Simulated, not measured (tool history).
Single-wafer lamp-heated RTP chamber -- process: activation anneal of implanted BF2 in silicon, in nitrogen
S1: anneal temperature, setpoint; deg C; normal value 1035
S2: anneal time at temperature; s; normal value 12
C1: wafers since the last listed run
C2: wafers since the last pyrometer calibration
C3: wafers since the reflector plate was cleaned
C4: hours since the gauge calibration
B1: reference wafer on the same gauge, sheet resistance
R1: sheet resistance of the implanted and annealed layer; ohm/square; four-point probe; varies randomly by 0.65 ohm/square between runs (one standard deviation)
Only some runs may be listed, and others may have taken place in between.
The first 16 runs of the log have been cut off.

{"run": 17, "day": 39.862, "S1": 1035, "S2": 12, "C1": 977, "C2": 3422, "C3": 4621, "C4": 348.2, "B1": 209.74, "R1": 177.04}
{"run": 18, "day": 41.858, "S1": 1035, "S2": 17, "C1": 687, "C2": 4110, "C3": 5309, "C4": 396.1, "B1": 209.92, "R1": 163.62}
{"run": 19, "day": 43.242, "S1": 1035, "S2": 12, "C1": 476, "C2": 4586, "C3": 5785, "C4": 429.3, "B1": 209.84, "R1": 177.09}
{"day": 45.529, "done": "reflector plate cleaned"}
{"day": 47.358, "done": "pyrometer window cleaned and pyrometer calibrated"}
{"run": 20, "day": 49.1, "S1": 1021, "S2": 5, "C1": 1789, "C2": 599, "C3": 1115, "C4": 569.9, "B1": 210.1, "R1": 266.85}
{"run": 21, "day": 50.371, "S1": 1047, "S2": 16, "C1": 438, "C2": 1037, "C3": 1553, "C4": 600.4, "B1": 209.87, "R1": 153.14}
{"run": 22, "day": 53.012, "S1": 1035, "S2": 12, "C1": 910, "C2": 1948, "C3": 2464, "C4": 663.8, "B1": 210.3, "R1": 178.39}
{"run": 23, "day": 55.708, "S1": 1018, "S2": 5, "C1": 929, "C2": 2877, "C3": 3393, "C4": 728.5, "B1": 209.93, "R1": 273.81}
{"run": 24, "day": 58.458, "S1": 1035, "S2": 12, "C1": 947, "C2": 3825, "C3": 4341, "C4": 794.5, "B1": 210.12, "R1": 176.94}
{"run": 25, "day": 61.212, "S1": 1035, "S2": 16, "C1": 949, "C2": 4774, "C3": 5290, "C4": 860.6, "B1": 209.85, "R1": 166.0}
{"run": 26, "day": 63.888, "S1": 1035, "S2": 12, "C1": 921, "C2": 5696, "C3": 6212, "C4": 924.8, "B1": 210.03, "R1": 177.19}
{"run": 27, "day": 66.0, "S1": 1035, "S2": 12, "C1": 728, "C2": 6424, "C3": 6940, "C4": 975.5, "B1": 210.0, "R1": 177.17}
{"day": 67.317, "done": "reflector plate cleaned"}
{"run": 28, "day": 67.721, "S1": 1058, "S2": 7, "C1": 478, "C2": 6902, "C3": 139, "C4": 1016.8, "B1": 210.33, "R1": 173.36}
{"day": 69.15, "done": "pyrometer window cleaned and pyrometer calibrated"}
{"run": 29, "day": 69.383, "S1": 1027, "S2": 12, "C1": 458, "C2": 79, "C3": 597, "C4": 1056.7, "B1": 210.05, "R1": 197.6}
{"run": 30, "day": 71.662, "S1": 1021, "S2": 12, "C1": 785, "C2": 865, "C3": 1382, "C4": 1111.4, "B1": 209.92, "R1": 208.42}
{"run": 31, "day": 73.388, "S1": 1014, "S2": 17, "C1": 594, "C2": 1460, "C3": 1977, "C4": 1152.8, "B1": 209.91, "R1": 199.99}
{"run": 32, "day": 74.812, "S1": 1009, "S2": 9, "C1": 491, "C2": 1951, "C3": 2468, "C4": 1187.0, "B1": 209.56, "R1": 257.2}
{"run": 33, "day": 76.042, "S1": 1021, "S2": 12, "C1": 423, "C2": 2374, "C3": 2892, "C4": 1216.5, "B1": 209.65, "R1": 206.95}
{"run": 34, "day": 78.204, "S1": 1055, "S2": 15, "C1": 745, "C2": 3120, "C3": 3637, "C4": 1268.4, "B1": 209.81, "R1": 148.43}
{"run": 35, "day": 79.842, "S1": 1035, "S2": 9, "C1": 564, "C2": 3684, "C3": 4201, "C4": 1307.7, "B1": 209.91, "R1": 191.52}
{"run": 36, "day": 82.754, "S1": 1011, "S2": 8, "C1": 1003, "C2": 4688, "C3": 5205, "C4": 1377.6, "B1": 210.06, "R1": 258.38}
{"day": 83.004, "done": "gauge calibrated"}
{"run": 37, "day": 84.717, "S1": 1014, "S2": 5, "C1": 676, "C2": 5364, "C3": 5881, "C4": 41.1, "B1": 209.84, "R1": 280.78}

Alternative continuations, all from the tool just after run 37; predict every row:
{"run": "A", "day": 84.733, "S1": 1008, "S2": 12, "C1": 5, "C2": 5370, "C3": 5887, "C4": 41.5, "B1": "?", "R1": "?"}
{"run": "B", "day": 84.733, "S1": 1043, "S2": 12, "C1": 5, "C2": 5370, "C3": 5887, "C4": 41.5, "B1": "?", "R1": "?"}
{"run": "C", "day": 84.733, "S1": 1050, "S2": 17, "C1": 5, "C2": 5370, "C3": 5887, "C4": 41.5, "B1": "?", "R1": "?"}

run=A B1=210.00 R1=236.03
run=B B1=210.00 R1=165.44
run=C B1=210.00 R1=148.29
What these runs would have given with no unlogged condition in the tool:
run=A R1=243.00
run=B R1=169.17
run=C R1=150.69
